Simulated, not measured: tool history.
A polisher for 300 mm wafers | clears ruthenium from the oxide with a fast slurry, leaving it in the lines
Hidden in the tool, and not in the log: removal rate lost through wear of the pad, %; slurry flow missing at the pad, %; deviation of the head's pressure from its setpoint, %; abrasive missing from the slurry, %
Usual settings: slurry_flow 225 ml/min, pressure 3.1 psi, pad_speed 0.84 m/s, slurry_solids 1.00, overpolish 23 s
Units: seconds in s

run     day  slurry_flow  pressure  pad_speed  slurry_solids  overpolish  wafers since the last listed run  wafers polished on this pad  hours since the slurry nozzle was cleaned  hours since the head pressure was calibrated  hours since the slurry blender was calibrated  incoming thickness of the incoming film, nm  seconds
  1   0.000          275       3.1       0.92           1.00          23                                 0                          520                                      349.1                                        1042.5                                          192.2                                        160.7     36.2
  2   1.271          225       3.1       0.84           1.00          23                               284                          804                                      379.6                                        1073.0                                          222.7                                        158.4     40.3
  3   2.246          225       3.1       0.84           1.00          23                               218                         1022                                      403.0                                        1096.4                                          246.1                                        158.6     39.9
      3.354  -- head pressure recalibrated
  4   3.642          225       3.1       0.84           1.00          23                               293                         1316                                      436.5                                           6.9                                          279.6                                        158.9     42.0
  5   4.829          225       2.7       0.84           1.15          36                               265                         1581                                      465.0                                          35.4                                          308.1                                        159.1     45.1
  6   5.608          225       2.1       0.84           1.00          23                               174                         1756                                      483.7                                          54.1                                          326.8                                        158.6     56.3
      6.900  -- worn pad replaced by a new one
  7   6.921          225       3.1       0.84           1.00          17                               256                            4                                      515.2                                          85.6                                          358.3                                        159.2     38.7
      7.308  -- slurry blender recalibrated
  8   7.979          225       3.1       0.84           1.00          23                               218                          222                                      540.6                                         111.0                                           16.1                                        161.4     40.8
  9   8.708          225       3.1       0.70           1.15          23                               163                          385                                      558.1                                         128.5                                           33.6                                        158.1     45.7
 10   9.850          155       3.1       0.84           1.10          32                               255                          641                                      585.5                                         155.9                                           61.0                                        160.4     43.1
 11  10.962          225       3.7       0.98           0.85          23                               248                          890                                      612.2                                         182.6                                           87.7                                        159.8     32.4
 12  11.738          225       3.1       0.84           1.00          23                               173                         1063                                      630.8                                         201.2                                          106.3                                        163.4     43.3
 13  12.896          285       3.1       0.84           1.00          23                               259                         1322                                      658.6                                         229.0                                          134.1                                        162.9     42.2
     14.267  -- slurry nozzle cleaned
 14  14.388          225       3.1       0.84           1.00          23                               324                         1647                                        2.9                                         264.8                                          169.9                                        159.4     43.1
 15  15.025          225       3.1       0.84           1.00          23                               142                         1790                                       18.2                                         280.1                                          185.2                                        157.9     42.2
 16  15.854          225       3.1       0.58           0.90          23                               185                         1975                                       38.1                                         300.0                                          205.1                                        159.2     65.3
 17  16.667          225       3.1       0.76           1.00          32                               181                         2157                                       57.6                                         319.5                                          224.6                                        159.8     49.2
     17.733  -- worn pad replaced by a new one
 18  17.758          225       3.1       0.84           1.00          23                               206                            5                                       83.8                                         345.7                                          250.8                                        160.7     37.6
 19  18.629          200       4.1       1.12           0.85          23                               194                          200                                      104.7                                         366.6                                          271.7                                        159.9     24.7
 20  19.729          225       3.1       0.84           1.00          16                               246                          446                                      131.1                                         393.0                                          298.1                                        160.6     40.9
     19.925  -- slurry blender recalibrated
 21  20.579          155       4.1       0.84           1.25          23                               171                          618                                      151.5                                         413.4                                           15.7                                        158.7     32.0
 22  21.542          225       3.1       0.84           1.00          23                               215                          833                                      174.6                                         436.5                                           38.8                                        162.8     43.1
 23  22.512          205       3.1       0.60           1.25          27                               217                         1050                                      197.9                                         459.8                                           62.1                                        158.7     56.5
 24  23.146          225       3.1       0.84           1.00          23                               141                         1192                                      213.1                                         475.0                                           77.3                                        159.4     41.4
 25  24.004          175       2.6       0.84           1.15          30                               192                         1384                                      233.7                                         495.6                                           97.9                                        159.5     49.0
 26  24.675          225       3.1       0.84           1.00          23                               150                         1534                                      249.8                                         511.7                                          114.0                                        161.4     42.9
 27  25.533          150       3.8       1.12           1.30          23                               192                         1726                                      270.4                                         532.3                                          134.6                                        160.3     25.5
 28  26.654          175       3.1       1.06           1.15          23                               250                         1977                                      297.3                                         559.2                                          161.5                                        160.1     34.2
 29  27.329          225       2.7       0.84           1.00          31                               151                         2128                                      313.5                                         575.4                                          177.7                                        159.7     47.9

What the log doesn't show, run by run:
slurry flow missing at the pad, %: 0 in every run
deviation of the head's pressure from its setpoint, %: 0 in every run
abrasive missing from the slurry, %: 0 in every run
H1: removal rate lost through wear of the pad, %
run     H1
  1   6.18
  2   8.16
  3   9.26
  4   10.4
  5   11.1
  6   11.4
  7   1.77
  8   5.01
  9   6.74
 10   8.83
 11   10.3
 12   11.1
 13     12
 14   12.8
 15     13
 16   13.3
 17   13.5
 18  0.166
 19    2.9
 20   5.51
 21   7.04
 22   8.39
 23   9.42
 24   9.96
 25   10.6
 26   10.9
 27   11.3
 28   11.7
 29   11.9
